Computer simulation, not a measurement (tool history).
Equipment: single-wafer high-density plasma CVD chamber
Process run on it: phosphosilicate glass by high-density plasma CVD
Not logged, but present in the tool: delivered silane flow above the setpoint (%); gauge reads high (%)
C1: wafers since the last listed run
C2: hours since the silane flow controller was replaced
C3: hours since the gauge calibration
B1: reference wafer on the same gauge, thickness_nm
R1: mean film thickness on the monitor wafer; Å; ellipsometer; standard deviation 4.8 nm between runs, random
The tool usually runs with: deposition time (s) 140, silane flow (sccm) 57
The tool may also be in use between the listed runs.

run 1 hour=0 | deposition_time_(s)=140 silane_flow_(sccm)=57 | C1=0 C2=1484.2 C3=425.8 | B1=868.91 | R1=7964.12
run 2 hour=47.3 | deposition_time_(s)=140 silane_flow_(sccm)=57 | C1=513 C2=1531.5 C3=473.1 | B1=868.785 | R1=7918.88
run 3 hour=108 | deposition_time_(s)=140 silane_flow_(sccm)=57 | C1=659 C2=1592.2 C3=533.8 | B1=866.686 | R1=7837.44
run 4 hour=159.7 | deposition_time_(s)=140 silane_flow_(sccm)=57 | C1=561 C2=1643.9 C3=585.5 | B1=868.183 | R1=7989.52
run 5 hour=402 | deposition_time_(s)=140 silane_flow_(sccm)=57 | C1=2630 C2=1886.2 C3=827.8 | B1=866.968 | R1=7917.42
run 6 hour=459.4 | deposition_time_(s)=140 silane_flow_(sccm)=57 | C1=623 C2=1943.6 C3=885.2 | B1=867.247 | R1=7949.09
run 7 hour=544.1 | deposition_time_(s)=140 silane_flow_(sccm)=57 | C1=919 C2=2028.3 C3=969.9 | B1=867.47 | R1=7830.47
run 8 hour=634.3 | deposition_time_(s)=140 silane_flow_(sccm)=57 | C1=979 C2=2118.5 C3=1060.1 | B1=867.75 | R1=7857.41
run 9 hour=739.1 | deposition_time_(s)=140 silane_flow_(sccm)=57 | C1=1137 C2=2223.3 C3=1164.9 | B1=866.945 | R1=7912.06
run 10 hour=822.2 | deposition_time_(s)=140 silane_flow_(sccm)=60 | C1=902 C2=2306.4 C3=1248 | B1=867.213 | R1=8137.97
run 11 hour=898.5 | deposition_time_(s)=140 silane_flow_(sccm)=64 | C1=828 C2=2382.7 C3=1324.3 | B1=869.004 | R1=8688.11
run 12 hour=978.4 | deposition_time_(s)=140 silane_flow_(sccm)=64 | C1=867 C2=2462.6 C3=1404.2 | B1=868.922 | R1=8763.32
run 13 hour=1016.2 | deposition_time_(s)=140 silane_flow_(sccm)=57 | C1=410 C2=2500.4 C3=1442 | B1=868.613 | R1=7897.8
run 14 hour=1141.4 | deposition_time_(s)=140 silane_flow_(sccm)=57 | C1=1359 C2=2625.6 C3=1567.2 | B1=867.181 | R1=7888.62
run 15 hour=1220.9 | deposition_time_(s)=140 silane_flow_(sccm)=57 | C1=863 C2=2705.1 C3=1646.7 | B1=867.983 | R1=7806.44
-- hour=1266 gauge calibrated
run 16 hour=1320.8 | deposition_time_(s)=140 silane_flow_(sccm)=57 | C1=1084 C2=2805 C3=54.8 | B1=869.25 | R1=7802.29
run 17 hour=1374.5 | deposition_time_(s)=140 silane_flow_(sccm)=57 | C1=583 C2=2858.7 C3=108.5 | B1=867.881 | R1=7922.19
run 18 hour=1482.1 | deposition_time_(s)=140 silane_flow_(sccm)=57 | C1=1168 C2=2966.3 C3=216.1 | B1=868.557 | R1=7728.02
-- hour=1502.2 silane flow controller replaced
run 19 hour=1573.8 | deposition_time_(s)=152 silane_flow_(sccm)=57 | C1=908 C2=71.6 C3=307.8 | B1=868.455 | R1=8663.92
run 20 hour=1679.8 | deposition_time_(s)=140 silane_flow_(sccm)=57 | C1=1150 C2=177.6 C3=413.8 | B1=868.684 | R1=7933.97
run 21 hour=1722.6 | deposition_time_(s)=147 silane_flow_(sccm)=53 | C1=464 C2=220.4 C3=456.6 | B1=868.027 | R1=8005.28
run 22 hour=1795 | deposition_time_(s)=121 silane_flow_(sccm)=60 | C1=786 C2=292.8 C3=529 | B1=867.614 | R1=7228.61
run 23 hour=1965.1 | deposition_time_(s)=116 silane_flow_(sccm)=57 | C1=1846 C2=462.9 C3=699.1 | B1=868.166 | R1=6637.82
run 24 hour=2046.6 | deposition_time_(s)=140 silane_flow_(sccm)=64 | C1=884 C2=544.4 C3=780.6 | B1=867.898 | R1=8804.7
run 25 hour=2130.1 | deposition_time_(s)=152 silane_flow_(sccm)=54 | C1=906 C2=627.9 C3=864.1 | B1=867.733 | R1=8200.5
run 26 hour=2237.8 | deposition_time_(s)=152 silane_flow_(sccm)=61 | C1=1169 C2=735.6 C3=971.8 | B1=867.999 | R1=9220.98
run 27 hour=2317.1 | deposition_time_(s)=162 silane_flow_(sccm)=52 | C1=860 C2=814.9 C3=1051.1 | B1=868.448 | R1=8522.91
run 28 hour=2364.6 | deposition_time_(s)=140 silane_flow_(sccm)=66 | C1=515 C2=862.4 C3=1098.6 | B1=867.49 | R1=9066.92
run 29 hour=2433 | deposition_time_(s)=168 silane_flow_(sccm)=65 | C1=742 C2=930.8 C3=1167 | B1=866.751 | R1=10756.66

The next listed run, before its measurement:
run 30 hour=2518.3 | deposition_time_(s)=166 silane_flow_(sccm)=53 | C1=926 C2=1016.1 C3=1252.3 | B1=? | R1=?

{"run 30": {"B1": 868.002, "R1": 8824.78}}
With no hidden state in the tool, this same run would have given R1 8929.83 Å.

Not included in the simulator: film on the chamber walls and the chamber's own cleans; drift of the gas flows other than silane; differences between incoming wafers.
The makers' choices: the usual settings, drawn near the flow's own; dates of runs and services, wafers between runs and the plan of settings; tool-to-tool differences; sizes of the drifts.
